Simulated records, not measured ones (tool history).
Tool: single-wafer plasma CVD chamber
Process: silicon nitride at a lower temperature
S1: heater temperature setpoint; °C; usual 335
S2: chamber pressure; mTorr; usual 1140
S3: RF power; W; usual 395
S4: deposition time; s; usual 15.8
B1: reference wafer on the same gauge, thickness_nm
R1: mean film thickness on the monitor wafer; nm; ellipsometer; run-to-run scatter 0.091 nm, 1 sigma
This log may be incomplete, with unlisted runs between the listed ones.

run 1 hour=0 | S1=335 S2=1140 S3=395 S4=15.8 | B1=17.088 | R1=20.013
run 2 hour=76.4 | S1=335 S2=1140 S3=395 S4=15.8 | B1=17.071 | R1=20.063
run 3 hour=144.5 | S1=335 S2=1140 S3=395 S4=15.8 | B1=17.037 | R1=20.109
run 4 hour=240.2 | S1=335 S2=1140 S3=340 S4=15.8 | B1=17.015 | R1=18.051
run 5 hour=290.4 | S1=335 S2=1140 S3=340 S4=15.8 | B1=16.983 | R1=17.856
run 6 hour=355.9 | S1=335 S2=1140 S3=340 S4=15.8 | B1=16.963 | R1=18.015
run 7 hour=422.2 | S1=335 S2=1140 S3=395 S4=15.8 | B1=16.94 | R1=19.725
-- hour=491.3 capacitance manometer re-zeroed and calibrated
run 8 hour=492.3 | S1=335 S2=1140 S3=395 S4=15.8 | B1=16.895 | R1=19.802
-- hour=549.2 showerhead replaced
run 9 hour=598.7 | S1=335 S2=1060 S3=445 S4=13.7 | B1=16.873 | R1=18.087
-- hour=668.7 RF generator calibrated
run 10 hour=703.4 | S1=335 S2=1140 S3=395 S4=15.8 | B1=16.828 | R1=19.78
-- hour=721.9 gauge calibrated
-- hour=730.6 thermocouple changed; heater temperature recalibrated
run 11 hour=802.9 | S1=339 S2=990 S3=395 S4=15.8 | B1=17.184 | R1=19.385
run 12 hour=856.3 | S1=335 S2=1140 S3=395 S4=15.8 | B1=17.159 | R1=20.133
run 13 hour=913.5 | S1=330 S2=1400 S3=440 S4=15.8 | B1=17.138 | R1=22.964
run 14 hour=959.9 | S1=335 S2=990 S3=395 S4=15.8 | B1=17.128 | R1=19.282
run 15 hour=1049.3 | S1=335 S2=1140 S3=395 S4=15.8 | B1=17.109 | R1=20.11
run 16 hour=1092.4 | S1=342 S2=1070 S3=375 S4=17.2 | B1=17.084 | R1=20.417

3 options for the next run, each taken on its own from the tool as it stands now. Forecast them:
run A hour=1092.8 | S1=335 S2=1140 S3=395 S4=15.8 | B1=? | R1=?
run B hour=1092.8 | S1=335 S2=850 S3=395 S4=15.8 | B1=? | R1=?
run C hour=1092.8 | S1=322 S2=860 S3=395 S4=15.8 | B1=? | R1=?

run=A B1=17.07 R1=20.2
run=B B1=17.07 R1=18.358
run=C B1=17.07 R1=18.508
Stripped of hidden state, with their random variation kept, the same runs would have yielded:
run=A R1=20.342
run=B R1=18.486
run=C R1=18.637
